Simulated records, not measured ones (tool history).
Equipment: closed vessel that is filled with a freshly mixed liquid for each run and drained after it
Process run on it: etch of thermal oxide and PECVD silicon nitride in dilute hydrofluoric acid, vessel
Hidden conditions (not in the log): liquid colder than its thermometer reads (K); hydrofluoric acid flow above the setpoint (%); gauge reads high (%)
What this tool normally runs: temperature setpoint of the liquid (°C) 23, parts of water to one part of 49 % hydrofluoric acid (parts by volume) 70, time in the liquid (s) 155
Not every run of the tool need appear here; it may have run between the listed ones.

run    hour  temperature setpoint of the liquid (°C)  parts of water to one part of 49 % hydrofluoric acid (parts by volume)  time in the liquid (s)  wafers since the last listed run  hours since the thermometer was replaced  hours since the hydrofluoric acid flow meter was replaced  hours since the gauge calibration  read-back film thickness of the thermal oxide reference wafer, read on the same gauge (nm)  read-back film thickness of the PECVD silicon nitride reference wafer, read on the same gauge (nm)  thickness taken off the thermal oxide on a monitor wafer (nm)  thickness taken off the PECVD silicon nitride on a monitor wafer (nm)
  1       0                                     20.5                                                                      70                     155                                 0                                     335.2                                                      554.9                              824.4                                                                                      117.26                                                                                              136.84                                                           9.37                                                                   7.12
  2    24.6                                       23                                                                      70                     155                              1534                                     359.8                                                      579.5                                849                                                                                      117.21                                                                                              136.76                                                           10.3                                                                   8.45
  3   191.6                                       23                                                                      70                     155                             10415                                     526.8                                                      746.5                               1016                                                                                      116.67                                                                                              136.12                                                          10.31                                                                   8.42
  4   223.4                                       27                                                                      70                     115                              1983                                     558.6                                                      778.3                             1047.8                                                                                      116.57                                                                                                 136                                                           8.93                                                                   8.03
  5   285.3                                       27                                                                      70                     115                              3860                                     620.5                                                      840.2                             1109.7                                                                                       116.4                                                                                              135.78                                                           8.98                                                                   8.13
  6   328.1                                       23                                                                      70                     155                              2669                                     663.3                                                        883                             1152.5                                                                                      116.27                                                                                              135.62                                                          10.35                                                                   8.27
  7   385.3                                       23                                                                      70                     155                              3567                                     720.5                                                      940.2                             1209.7                                                                                      116.03                                                                                              135.41                                                          10.27                                                                   8.38
      404.2  -- gauge calibrated
  8   437.7                                       23                                                                      70                     155                              3268                                     772.9                                                      992.6                               33.5                                                                                      119.82                                                                                              139.77                                                          10.54                                                                    8.5
  9   499.7                                       23                                                                      70                     155                              3866                                     834.9                                                     1054.6                               95.5                                                                                       119.6                                                                                              139.58                                                          10.58                                                                   8.55
 10   552.3                                     19.5                                                                      85                     155                              3280                                     887.5                                                     1107.2                              148.1                                                                                      119.46                                                                                              139.37                                                           7.32                                                                   5.56
      738.8  -- hydrofluoric acid flow meter replaced
 11   754.9                                       23                                                                      70                     180                             12573                                    1090.1                                                       16.1                              350.7                                                                                      118.82                                                                                               138.6                                                          12.23                                                                   9.93
 12   811.2                                       23                                                                      50                      65                              3511                                    1146.4                                                       72.4                                407                                                                                      118.65                                                                                              138.45                                                           6.28                                                                   4.98
      829.3  -- thermometer replaced
 13     856                                       23                                                                      70                     155                              2731                                      26.7                                                      117.2                              451.8                                                                                       118.5                                                                                              138.25                                                          10.43                                                                   8.47
 14   888.6                                       23                                                                      70                     155                              2033                                      59.3                                                      149.8                              484.4                                                                                      118.41                                                                                              138.15                                                          10.36                                                                   8.47
 15   952.2                                       23                                                                      70                     155                              3966                                     122.9                                                      213.4                                548                                                                                      118.21                                                                                               137.9                                                          10.46                                                                    8.6
 16  1000.4                                       23                                                                      70                     225                              3006                                     171.1                                                      261.6                              596.2                                                                                      118.06                                                                                              137.72                                                          15.03                                                                  12.17
 17  1126.5                                       28                                                                      80                     155                              7864                                     297.2                                                      387.7                              722.3                                                                                      117.67                                                                                               137.3                                                          10.87                                                                  10.38
 18  1165.5                                       23                                                                      70                     195                              2432                                     336.2                                                      426.7                              761.3                                                                                      117.52                                                                                              137.09                                                          13.02                                                                   10.5
 19    1197                                       23                                                                      70                     155                              1964                                     367.7                                                      458.2                              792.8                                                                                      117.42                                                                                              137.03                                                          10.27                                                                   8.37
 20  1268.2                                       19                                                                      70                     155                              4440                                     438.9                                                      529.4                                864                                                                                      117.24                                                                                              136.75                                                           8.76                                                                   6.33
 21  1336.7                                       23                                                                      35                     155                              4272                                     507.4                                                      597.9                              932.5                                                                                      117.02                                                                                              136.51                                                          21.52                                                                  16.49
 22  1390.7                                     20.5                                                                      85                     155                              3367                                     561.4                                                      651.9                              986.5                                                                                      116.87                                                                                              136.33                                                           7.52                                                                   5.86
 23  1459.9                                       23                                                                      50                      65                              4315                                     630.6                                                      721.1                             1055.7                                                                                      116.66                                                                                              136.07                                                           6.22                                                                   4.94
 24  1528.5                                       23                                                                      70                     155                              4278                                     699.2                                                      789.7                             1124.3                                                                                      116.41                                                                                              135.82                                                          10.32                                                                   8.42
 25  1591.8                                       23                                                                      95                     155                              3947                                     762.5                                                        853                             1187.6                                                                                      116.22                                                                                              135.61                                                           7.34                                                                   6.17
 26  1660.2                                     18.5                                                                      70                     155                              4265                                     830.9                                                      921.4                               1256                                                                                         116                                                                                              135.34                                                           8.54                                                                   6.05

Below, some changes in thickness taken off the thermal oxide on a monitor wafer (nm) between adjacent runs. For each, the amount present without the hidden state too (settings, incoming material, random variation) and the amount remaining for the hidden state with gauge scatter not shared by both compared results:
Run 20 -> 21: temperature setpoint of the liquid (°C) 19 -> 23, parts of water to one part of 49 % hydrofluoric acid (parts by volume) 70 -> 35. thickness taken off the thermal oxide on a monitor wafer (nm) +12.76: hidden state -0.34, all else +13.1.
Run 21 -> 22: temperature setpoint of the liquid (°C) 23 -> 20.5, parts of water to one part of 49 % hydrofluoric acid (parts by volume) 35 -> 85. thickness taken off the thermal oxide on a monitor wafer (nm) -14: hidden state +0.35, all else -14.35.
